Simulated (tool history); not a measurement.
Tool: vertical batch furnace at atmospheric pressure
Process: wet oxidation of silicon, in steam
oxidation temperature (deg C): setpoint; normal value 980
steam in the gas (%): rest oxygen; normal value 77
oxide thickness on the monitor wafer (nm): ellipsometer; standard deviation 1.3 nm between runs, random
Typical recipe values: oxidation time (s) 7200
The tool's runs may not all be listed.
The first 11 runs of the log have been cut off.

run    hour  oxidation temperature (deg C)  oxidation time (s)  steam in the gas (%)  read-back reference wafer on the same gauge, thickness  oxide thickness on the monitor wafer (nm)
 12   767.7                            980                7200                    77                                                  380.99                                     437.44
      811.7  -- thermocouples replaced and temperature profile calibrated
 13   826.5                            980                7200                    77                                                  381.13                                     423.18
 14   872.2                            980                7200                    77                                                  380.68                                     424.36
 15   942.1                            980                7200                    68                                                  381.29                                     392.37
 16   970.8                            971                7200                    77                                                  380.97                                     399.26
 17    1003                            999                7200                    69                                                  381.03                                     453.45
 18  1063.5                            999                7200                    69                                                  380.78                                     450.54
 19  1093.9                            999                7200                    69                                                  381.06                                      454.8
     1116.3  -- gauge calibrated
 20  1137.8                            974                3630                    77                                                  381.04                                     248.56
 21  1189.5                            980                7200                    77                                                   380.9                                      430.8

Predict the results of run 22:
     1228.7  -- steam generator serviced
 22  1229.2                            980                7200                    77                                                       ?                                          ?

read-back reference wafer on the same gauge, thickness: 380.57
oxide thickness on the monitor wafer (nm): 433.23
With the hidden condition absent and the run-to-run variation left alone, this run would have shown oxide thickness on the monitor wafer (nm) 424.76.
